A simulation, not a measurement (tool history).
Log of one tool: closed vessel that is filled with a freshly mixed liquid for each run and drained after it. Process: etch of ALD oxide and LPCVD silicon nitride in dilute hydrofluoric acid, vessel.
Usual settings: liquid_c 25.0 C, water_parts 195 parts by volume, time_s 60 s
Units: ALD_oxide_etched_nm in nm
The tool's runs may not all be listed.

run	hour	liquid_c	water_parts	time_s	read-back film thickness of the ALD oxide reference wafer, read on the same gauge (nm)	ALD_oxide_etched_nm
1	0.0	25.0	195	35	69.99	4.77
2	38.1	25.0	195	35	70.00	4.76
3	82.5	25.0	195	60	70.03	8.07
4	123.1	25.0	195	60	70.02	8.16
5	151.8	25.0	195	60	70.01	7.99
6	199.6	27.5	195	60	69.99	8.64
# hour 235.5: gauge calibrated
7	269.4	25.0	195	60	70.01	7.91
8	301.5	25.0	130	60	69.98	12.81
# hour 324.7: thermometer replaced
# hour 345.4: hydrofluoric acid flow meter replaced, repeated, since the last time left the tool worse
9	354.6	22.5	195	85	69.96	12.47
10	415.2	25.0	195	60	69.98	9.60
11	461.5	22.5	270	60	70.00	5.76
12	499.6	21.0	195	75	70.00	10.27
13	555.7	21.5	150	60	70.00	11.42
14	604.5	26.5	295	35	70.01	3.40
15	650.3	26.5	265	30	70.02	3.35
16	711.7	25.0	195	60	69.98	9.28
17	748.5	21.5	260	75	70.04	7.15
18	819.6	29.5	110	80	70.06	28.07
19	861.9	25.0	195	60	69.97	9.02
20	898.4	20.0	195	30	69.95	3.74
21	958.7	25.0	195	60	70.00	8.85
22	988.5	25.0	195	60	70.01	9.07
23	1015.9	25.0	195	60	69.96	8.88
24	1051.7	27.0	265	85	70.01	9.11
# hour 1063.0: hydrofluoric acid flow meter replaced
25	1099.8	25.0	280	60	69.97	6.04
26	1141.7	26.5	270	90	69.98	9.99
27	1166.3	21.5	280	45	69.99	3.97

Forecast each of these 3 alternatives for the next run:
A	1167.0	25.0	195	60	?	?
B	1167.0	22.0	195	35	?	?
C	1167.0	28.5	195	35	?	?

run	read-back film thickness of the ALD oxide reference wafer, read on the same gauge (nm)	ALD_oxide_etched_nm
A	69.99	9.30
B	69.99	4.85
C	69.99	6.15
Without the tool's hidden state the same runs would have given:
run	ALD_oxide_etched_nm
A	9.49
B	4.95
C	6.28

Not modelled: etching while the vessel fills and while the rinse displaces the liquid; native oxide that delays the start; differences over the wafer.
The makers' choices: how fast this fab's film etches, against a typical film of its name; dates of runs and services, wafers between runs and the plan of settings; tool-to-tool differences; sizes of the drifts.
